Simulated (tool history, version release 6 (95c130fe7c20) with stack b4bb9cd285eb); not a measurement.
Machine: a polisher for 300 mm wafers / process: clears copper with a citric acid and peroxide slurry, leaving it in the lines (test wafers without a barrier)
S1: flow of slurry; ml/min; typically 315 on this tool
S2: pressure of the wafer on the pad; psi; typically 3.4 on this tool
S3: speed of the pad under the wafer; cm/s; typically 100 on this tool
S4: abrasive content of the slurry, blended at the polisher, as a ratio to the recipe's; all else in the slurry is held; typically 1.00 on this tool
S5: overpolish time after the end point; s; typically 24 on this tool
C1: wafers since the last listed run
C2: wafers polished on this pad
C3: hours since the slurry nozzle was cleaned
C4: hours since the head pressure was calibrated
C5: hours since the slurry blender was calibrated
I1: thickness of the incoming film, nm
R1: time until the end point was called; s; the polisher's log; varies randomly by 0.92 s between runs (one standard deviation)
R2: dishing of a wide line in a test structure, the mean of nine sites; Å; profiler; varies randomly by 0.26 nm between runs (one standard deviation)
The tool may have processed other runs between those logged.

{"run": 1, "hour": 0.0, "S1": 315, "S2": 3.4, "S3": 100, "S4": 1.0, "S5": 18, "C1": 0, "C2": 227, "C3": 172.4, "C4": 579.3, "C5": 42.2, "I1": 273.7, "R1": 115.7, "R2": 192}
{"run": 2, "hour": 60.7, "S1": 315, "S2": 3.4, "S3": 100, "S4": 1.0, "S5": 18, "C1": 355, "C2": 583, "C3": 233.1, "C4": 640.0, "C5": 102.9, "I1": 269.8, "R1": 115.5, "R2": 190}
{"run": 3, "hour": 121.9, "S1": 315, "S2": 3.4, "S3": 100, "S4": 1.0, "S5": 24, "C1": 358, "C2": 942, "C3": 294.3, "C4": 701.2, "C5": 164.1, "I1": 270.9, "R1": 116.2, "R2": 221}
{"run": 4, "hour": 168.8, "S1": 315, "S2": 3.4, "S3": 100, "S4": 0.85, "S5": 24, "C1": 274, "C2": 1217, "C3": 341.2, "C4": 748.1, "C5": 211.0, "I1": 266.3, "R1": 121.1, "R2": 215}
{"run": 5, "hour": 197.4, "S1": 315, "S2": 3.4, "S3": 100, "S4": 0.85, "S5": 24, "C1": 167, "C2": 1384, "C3": 369.8, "C4": 776.7, "C5": 239.6, "I1": 266.7, "R1": 121.3, "R2": 207}
{"run": 6, "hour": 248.0, "S1": 315, "S2": 3.4, "S3": 100, "S4": 0.85, "S5": 24, "C1": 296, "C2": 1681, "C3": 420.4, "C4": 827.3, "C5": 290.2, "I1": 271.9, "R1": 124.6, "R2": 214}
{"hour": 282.1, "done": "slurry nozzle cleaned"}
{"run": 7, "hour": 283.3, "S1": 315, "S2": 3.4, "S3": 100, "S4": 1.0, "S5": 24, "C1": 201, "C2": 1882, "C3": 1.2, "C4": 862.6, "C5": 325.5, "I1": 273.3, "R1": 120.8, "R2": 216}
{"run": 8, "hour": 334.0, "S1": 245, "S2": 2.7, "S3": 100, "S4": 1.0, "S5": 24, "C1": 297, "C2": 2179, "C3": 51.9, "C4": 913.3, "C5": 376.2, "I1": 268.8, "R1": 148.2, "R2": 190}
{"run": 9, "hour": 404.6, "S1": 315, "S2": 3.4, "S3": 100, "S4": 1.0, "S5": 28, "C1": 413, "C2": 2593, "C3": 122.5, "C4": 983.9, "C5": 446.8, "I1": 273.9, "R1": 118.3, "R2": 227}
{"hour": 418.3, "done": "worn pad replaced by a new one"}
{"run": 10, "hour": 468.2, "S1": 315, "S2": 4.3, "S3": 100, "S4": 0.75, "S5": 24, "C1": 349, "C2": 292, "C3": 186.1, "C4": 1047.5, "C5": 510.4, "I1": 269.3, "R1": 104.0, "R2": 227}
{"hour": 470.6, "done": "slurry blender recalibrated"}
{"run": 11, "hour": 506.7, "S1": 315, "S2": 3.4, "S3": 100, "S4": 0.85, "S5": 24, "C1": 214, "C2": 506, "C3": 224.6, "C4": 1086.0, "C5": 36.1, "I1": 269.3, "R1": 118.6, "R2": 216}
{"run": 12, "hour": 566.1, "S1": 315, "S2": 3.4, "S3": 100, "S4": 1.0, "S5": 24, "C1": 348, "C2": 854, "C3": 284.0, "C4": 1145.4, "C5": 95.5, "I1": 270.3, "R1": 114.8, "R2": 220}
{"run": 13, "hour": 633.9, "S1": 315, "S2": 3.4, "S3": 100, "S4": 0.8, "S5": 24, "C1": 397, "C2": 1252, "C3": 351.8, "C4": 1213.2, "C5": 163.3, "I1": 272.1, "R1": 128.0, "R2": 210}
{"run": 14, "hour": 677.9, "S1": 395, "S2": 3.4, "S3": 100, "S4": 1.0, "S5": 24, "C1": 257, "C2": 1510, "C3": 395.8, "C4": 1257.2, "C5": 207.3, "I1": 271.8, "R1": 114.7, "R2": 219}
{"hour": 689.6, "done": "slurry nozzle cleaned"}
{"run": 15, "hour": 704.9, "S1": 245, "S2": 2.7, "S3": 100, "S4": 1.0, "S5": 24, "C1": 152, "C2": 1662, "C3": 15.3, "C4": 1284.2, "C5": 234.3, "I1": 271.9, "R1": 146.6, "R2": 196}
{"hour": 769.2, "done": "head pressure recalibrated"}
{"run": 16, "hour": 900.2, "S1": 315, "S2": 3.4, "S3": 100, "S4": 1.0, "S5": 24, "C1": 1133, "C2": 2795, "C3": 210.6, "C4": 131.0, "C5": 429.6, "I1": 271.2, "R1": 119.7, "R2": 219}
{"hour": 928.5, "done": "slurry blender recalibrated"}
{"run": 17, "hour": 933.6, "S1": 315, "S2": 3.4, "S3": 100, "S4": 1.0, "S5": 24, "C1": 184, "C2": 2980, "C3": 244.0, "C4": 164.4, "C5": 5.1, "I1": 271.1, "R1": 114.5, "R2": 214}
{"hour": 949.4, "done": "worn pad replaced by a new one"}
{"run": 18, "hour": 966.4, "S1": 370, "S2": 3.4, "S3": 100, "S4": 1.0, "S5": 24, "C1": 168, "C2": 99, "C3": 276.8, "C4": 197.2, "C5": 37.9, "I1": 266.7, "R1": 110.1, "R2": 220}
{"run": 19, "hour": 993.9, "S1": 315, "S2": 3.4, "S3": 100, "S4": 1.0, "S5": 24, "C1": 161, "C2": 260, "C3": 304.3, "C4": 224.7, "C5": 65.4, "I1": 272.5, "R1": 115.2, "R2": 225}
{"run": 20, "hour": 1054.2, "S1": 390, "S2": 4.2, "S3": 78, "S4": 0.8, "S5": 24, "C1": 353, "C2": 614, "C3": 364.6, "C4": 285.0, "C5": 125.7, "I1": 270.2, "R1": 128.2, "R2": 208}
{"run": 21, "hour": 1107.5, "S1": 245, "S2": 3.4, "S3": 78, "S4": 0.7, "S5": 32, "C1": 312, "C2": 926, "C3": 417.9, "C4": 338.3, "C5": 179.0, "I1": 267.2, "R1": 174.4, "R2": 209}
{"run": 22, "hour": 1139.5, "S1": 360, "S2": 3.9, "S3": 110, "S4": 1.1, "S5": 24, "C1": 187, "C2": 1114, "C3": 449.9, "C4": 370.3, "C5": 211.0, "I1": 271.0, "R1": 89.4, "R2": 239}
{"hour": 1148.9, "done": "slurry nozzle cleaned"}
{"run": 23, "hour": 1170.2, "S1": 315, "S2": 3.4, "S3": 100, "S4": 1.0, "S5": 24, "C1": 174, "C2": 1288, "C3": 21.3, "C4": 401.0, "C5": 241.7, "I1": 270.2, "R1": 119.7, "R2": 217}
{"run": 24, "hour": 1195.0, "S1": 315, "S2": 3.4, "S3": 100, "S4": 1.0, "S5": 24, "C1": 145, "C2": 1433, "C3": 46.1, "C4": 425.8, "C5": 266.5, "I1": 269.6, "R1": 117.1, "R2": 218}
{"run": 25, "hour": 1259.2, "S1": 410, "S2": 3.4, "S3": 74, "S4": 1.0, "S5": 24, "C1": 376, "C2": 1810, "C3": 110.3, "C4": 490.0, "C5": 330.7, "I1": 270.9, "R1": 158.5, "R2": 196}
{"run": 26, "hour": 1324.6, "S1": 315, "S2": 3.4, "S3": 100, "S4": 1.25, "S5": 24, "C1": 383, "C2": 2193, "C3": 175.7, "C4": 555.4, "C5": 396.1, "I1": 268.1, "R1": 108.7, "R2": 220}
{"run": 27, "hour": 1429.4, "S1": 315, "S2": 3.4, "S3": 100, "S4": 1.0, "S5": 33, "C1": 614, "C2": 2808, "C3": 280.5, "C4": 660.2, "C5": 500.9, "I1": 274.7, "R1": 122.2, "R2": 241}
{"hour": 1463.1, "done": "slurry blender recalibrated"}
{"hour": 1472.6, "done": "worn pad replaced by a new one"}
{"run": 28, "hour": 1480.7, "S1": 315, "S2": 3.4, "S3": 100, "S4": 1.2, "S5": 24, "C1": 265, "C2": 47, "C3": 331.8, "C4": 711.5, "C5": 17.6, "I1": 266.9, "R1": 103.6, "R2": 222}

Some steps in R1 between neighbouring runs. How much of each would the tool show without its hidden state too (settings, what came in, random variation), and how much is left for the hidden state, with any gauge scatter that isn't in both results?
Hidden state present: removal rate lost through wear of the pad, %; slurry flow missing at the pad, %; deviation of the head's pressure from its setpoint, %; abrasive missing from the slurry, %.
Run 16 -> 17: slurry blender recalibrated. R1 -5.2 s: hidden state -6.2, all else +1.0.
Run 21 -> 22: S1 245 -> 360, S2 3.4 -> 3.9, S3 78 -> 110, S4 0.70 -> 1.10, S5 32 -> 24. R1 -85.0 s: hidden state -3.0, all else -82.0.
Run 25 -> 26: S1 410 -> 315, S3 74 -> 100, S4 1.00 -> 1.25. R1 -49.8 s: hidden state -2.5, all else -47.3.
Run 27 -> 28: S4 1.00 -> 1.20, S5 33 -> 24, slurry blender recalibrated, worn pad replaced by a new one. R1 -18.6 s: hidden state -6.6, all else -12.0.
